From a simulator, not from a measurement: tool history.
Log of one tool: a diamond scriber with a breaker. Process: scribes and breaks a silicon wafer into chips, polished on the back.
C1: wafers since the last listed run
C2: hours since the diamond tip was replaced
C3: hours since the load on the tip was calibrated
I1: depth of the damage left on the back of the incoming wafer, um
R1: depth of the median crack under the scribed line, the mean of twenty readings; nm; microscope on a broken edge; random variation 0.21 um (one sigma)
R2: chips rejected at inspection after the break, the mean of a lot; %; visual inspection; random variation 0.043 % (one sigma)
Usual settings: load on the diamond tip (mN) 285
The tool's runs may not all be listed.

run 1 hour=0.0 | load_on_the_diamond_tip_(mN)=305 | C1=0 C2=264.5 C3=465.4 | I1=0.04 | R1=9940 R2=1.54
run 2 hour=18.4 | load_on_the_diamond_tip_(mN)=305 | C1=54 C2=282.9 C3=483.8 | I1=0.02 | R1=10050 R2=1.46
run 3 hour=51.6 | load_on_the_diamond_tip_(mN)=305 | C1=98 C2=316.1 C3=517.0 | I1=0.02 | R1=9980 R2=1.85
run 4 hour=63.7 | load_on_the_diamond_tip_(mN)=351 | C1=35 C2=328.2 C3=529.1 | I1=0.03 | R1=10760 R2=1.05
run 5 hour=89.6 | load_on_the_diamond_tip_(mN)=221 | C1=76 C2=354.1 C3=555.0 | I1=0.05 | R1=8010 R2=12.34
run 6 hour=112.3 | load_on_the_diamond_tip_(mN)=221 | C1=67 C2=376.8 C3=577.7 | I1=0.02 | R1=7890 R2=11.34
run 7 hour=136.5 | load_on_the_diamond_tip_(mN)=285 | C1=71 C2=401.0 C3=601.9 | I1=0.05 | R1=9360 R2=3.97
run 8 hour=155.2 | load_on_the_diamond_tip_(mN)=267 | C1=55 C2=419.7 C3=620.6 | I1=0.02 | R1=8700 R2=5.63
-- hour=159.2 load on the tip recalibrated
run 9 hour=189.7 | load_on_the_diamond_tip_(mN)=267 | C1=96 C2=454.2 C3=30.5 | I1=0.01 | R1=8610 R2=6.77
-- hour=205.6 diamond tip replaced by a new one
run 10 hour=224.3 | load_on_the_diamond_tip_(mN)=285 | C1=96 C2=18.7 C3=65.1 | I1=0.05 | R1=10700 R2=0.93
run 11 hour=245.3 | load_on_the_diamond_tip_(mN)=330 | C1=62 C2=39.7 C3=86.1 | I1=0.03 | R1=12160 R2=1.50
run 12 hour=272.7 | load_on_the_diamond_tip_(mN)=340 | C1=81 C2=67.1 C3=113.5 | I1=0.01 | R1=12080 R2=1.65
run 13 hour=304.9 | load_on_the_diamond_tip_(mN)=252 | C1=95 C2=99.3 C3=145.7 | I1=0.01 | R1=9580 R2=2.55

Forecast run 14:
run 14 hour=319.1 | load_on_the_diamond_tip_(mN)=285 | C1=42 C2=113.5 C3=159.9 | I1=0.05 | R1=? R2=?

R1: 10430 nm
R2: 1.11 %
Without the tool's hidden state the same run would have given R1 10940 nm, R2 0.89 %.
